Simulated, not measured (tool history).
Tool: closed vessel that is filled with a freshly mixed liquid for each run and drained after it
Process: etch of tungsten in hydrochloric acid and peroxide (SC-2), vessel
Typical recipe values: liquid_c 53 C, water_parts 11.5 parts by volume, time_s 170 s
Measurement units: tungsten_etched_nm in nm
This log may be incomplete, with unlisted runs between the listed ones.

run   hour  liquid_c  water_parts  time_s  read-back film thickness of the tungsten reference wafer, read on the same gauge (nm)  tungsten_etched_nm
  1      0        53         11.5     170                                                                                 150.02               28.79
  2   28.3        53         11.5     170                                                                                 149.98               28.69
  3   72.3        53         11.5     170                                                                                 149.99               28.59
  4  109.6        53         15.5     170                                                                                    150               22.25
  5  164.9        53         11.5     170                                                                                 149.99               28.83
  6  236.7        53         11.5     170                                                                                 150.02               28.56
  7  297.1        53         11.5     170                                                                                    150               28.68
  8  357.9        53         11.5     170                                                                                 149.97                28.8
  9  412.3        53         11.5     170                                                                                 150.05               28.96
     429.9  -- gauge calibrated
 10  480.9        53         11.5     170                                                                                 150.01               28.84
     505.2  -- new drum of peroxide connected
     527.1  -- thermometer replaced
 11  545.5        60          7.5     230                                                                                 150.01               88.45
 12  586.8      61.5           16     135                                                                                 149.99               30.19
 13  640.5        53         13.5     170                                                                                 149.96                25.6
 14  693.5      61.5           16     135                                                                                 150.02               30.18
     702.5  -- chemicals flow meter replaced
 15  745.6        63          9.5     170                                                                                 149.95               64.92
 16    800        53         11.5     170                                                                                    150               29.24
 17  843.5        59         11.5     115                                                                                 150.03               29.11
 18  888.1        53         11.5     170                                                                                 149.98               28.94
 19  950.2      43.5            9     235                                                                                 150.01                26.1

Some steps in tungsten_etched_nm between neighbouring runs. How much of each would the tool show without its hidden state too (settings, what came in, random variation), and how much is left for the hidden state, with any gauge scatter that isn't in both results?
Unlogged tool condition in this case: liquid colder than its thermometer reads (K); chemicals flow below the setpoint (%); peroxide weaker than its label (%); gauge reads high (%).
Run 10 -> 11: liquid_c 53 -> 60, water_parts 11.5 -> 7.5, time_s 170 -> 230, new drum of peroxide connected, thermometer replaced. tungsten_etched_nm +59.61 nm: hidden state +0.78, all else +58.83.

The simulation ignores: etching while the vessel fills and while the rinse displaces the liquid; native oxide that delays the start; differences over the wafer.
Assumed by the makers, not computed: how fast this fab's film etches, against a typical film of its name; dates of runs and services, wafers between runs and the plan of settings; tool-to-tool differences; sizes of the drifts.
